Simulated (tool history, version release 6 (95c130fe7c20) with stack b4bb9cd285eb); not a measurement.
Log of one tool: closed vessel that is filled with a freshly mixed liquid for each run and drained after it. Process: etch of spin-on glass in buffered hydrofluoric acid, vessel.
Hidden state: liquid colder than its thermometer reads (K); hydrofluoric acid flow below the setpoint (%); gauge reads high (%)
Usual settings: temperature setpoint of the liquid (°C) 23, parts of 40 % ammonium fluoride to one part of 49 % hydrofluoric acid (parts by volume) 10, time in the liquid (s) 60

run,day,temperature setpoint of the liquid (°C),parts of 40 % ammonium fluoride to one part of 49 % hydrofluoric acid (parts by volume),time in the liquid (s),wafers since the last listed run,hours since the thermometer was replaced,hours since the hydrofluoric acid flow meter was replaced,hours since the gauge calibration,"read-back film thickness of the spin-on glass reference wafer, read on the same gauge (nm)",thickness taken off the spin-on glass on a monitor wafer (Å)
1,0,23,10,50,0,2064.4,1303.1,847.6,49.97,1639.1
2,0.554,24.5,10,60,1381,2077.7,1316.4,860.9,49.99,2186
3,1.546,24.5,10,60,2472,2101.5,1340.2,884.7,50.02,2138.6
4,3.033,23,10,60,3708,2137.2,1375.9,920.4,50.01,1986.6
5,4.133,23,7,60,2742,2163.6,1402.3,946.8,49.99,2756.1
6,4.996,23,7,60,2150,2184.3,1423,967.5,50.02,2765.6
# day 6.367: gauge calibrated
7,6.383,23,7,60,3459,2217.6,1456.3,0.4,49.98,2762.8
# day 10.629: hydrofluoric acid flow meter replaced
8,10.65,23,10,60,10533,2320,0.5,102.8,50.06,1953.3
9,11.504,23,10,60,2129,2340.5,21,123.3,50.02,1969.4
10,12.242,23,10,85,1838,2358.2,38.7,141,50.04,2780
11,13.642,23,11.5,60,3490,2391.8,72.3,174.6,50.04,1714.2
12,14.462,21,10,60,2046,2411.5,92,194.3,49.96,1759.9
13,15.571,23,10,70,2763,2438.1,118.6,220.9,50.06,2275.6
14,16.996,23,6,45,3552,2472.3,152.8,255.1,50.02,2335.8
15,17.571,23,10,30,1433,2486.1,166.6,268.9,50,964.2
16,18.975,23,13,40,3500,2519.8,200.3,302.6,49.94,1009.6
17,19.542,20.5,10,60,1412,2533.4,213.9,316.2,50.03,1667.5
18,20.429,28,11.5,50,2212,2554.7,235.2,337.5,50.03,1849.4
19,21.117,20.5,6.5,35,1714,2571.2,251.7,354,49.95,1447.8
20,22.179,23,10,60,2649,2596.7,277.2,379.5,49.97,1923.1
# day 24.146: thermometer replaced
21,24.296,21,8.5,30,5173,3.6,328,430.3,50.03,1097.9
22,25.6,19.5,10,60,3251,34.9,359.3,461.6,50.03,1821.8
23,26.421,23,7.5,60,2046,54.6,379,481.3,50.02,2862.5
24,27.25,23,10,60,2067,74.5,398.9,501.2,50.01,2212.1
25,28.158,23,10,60,2264,96.3,420.7,523,50.03,2180.2
26,28.95,23,11,60,1973,115.3,439.7,542,49.95,2002.8
27,30.325,23,10,60,3428,148.3,472.7,575,50,2199.3
28,31.754,23,8,60,3563,182.6,507,609.3,50.02,2654.9
29,32.742,27,10,70,2462,206.3,530.7,633,49.97,3126.1
30,33.642,23,10,60,2243,227.9,552.3,654.6,50.03,2167
31,34.175,25,7.5,30,1329,240.7,565.1,667.4,49.98,1595.5
32,35.15,19,13.5,35,2430,264.1,588.5,690.8,50.01,741.2
33,36.621,23,7.5,40,3667,299.4,623.8,726.1,50.04,1888.8
34,37.262,23,10,60,1599,314.8,639.2,741.5,50.02,2142.5

Some steps in thickness taken off the spin-on glass on a monitor wafer (Å) between neighbouring runs. How much of each would the tool show without its hidden state too (settings, what came in, random variation), and how much is left for the hidden state, with any gauge scatter that isn't in both results?
Run 10 -> 11: parts of 40 % ammonium fluoride to one part of 49 % hydrofluoric acid (parts by volume) 10 -> 11.5, time in the liquid (s) 85 -> 60. thickness taken off the spin-on glass on a monitor wafer (Å) -1065.8: hidden state +130.4, all else -1196.2.
Run 14 -> 15: parts of 40 % ammonium fluoride to one part of 49 % hydrofluoric acid (parts by volume) 6 -> 10, time in the liquid (s) 45 -> 30. thickness taken off the spin-on glass on a monitor wafer (Å) -1371.6: hidden state +179.7, all else -1551.3.
Run 20 -> 21: temperature setpoint of the liquid (°C) 23 -> 21, parts of 40 % ammonium fluoride to one part of 49 % hydrofluoric acid (parts by volume) 10 -> 8.5, time in the liquid (s) 60 -> 30, thermometer replaced. thickness taken off the spin-on glass on a monitor wafer (Å) -825.2: hidden state +260.2, all else -1085.4.
Run 32 -> 33: temperature setpoint of the liquid (°C) 19 -> 23, parts of 40 % ammonium fluoride to one part of 49 % hydrofluoric acid (parts by volume) 13.5 -> 7.5, time in the liquid (s) 35 -> 40. thickness taken off the spin-on glass on a monitor wafer (Å) +1147.6: hidden state -24.4, all else +1172.
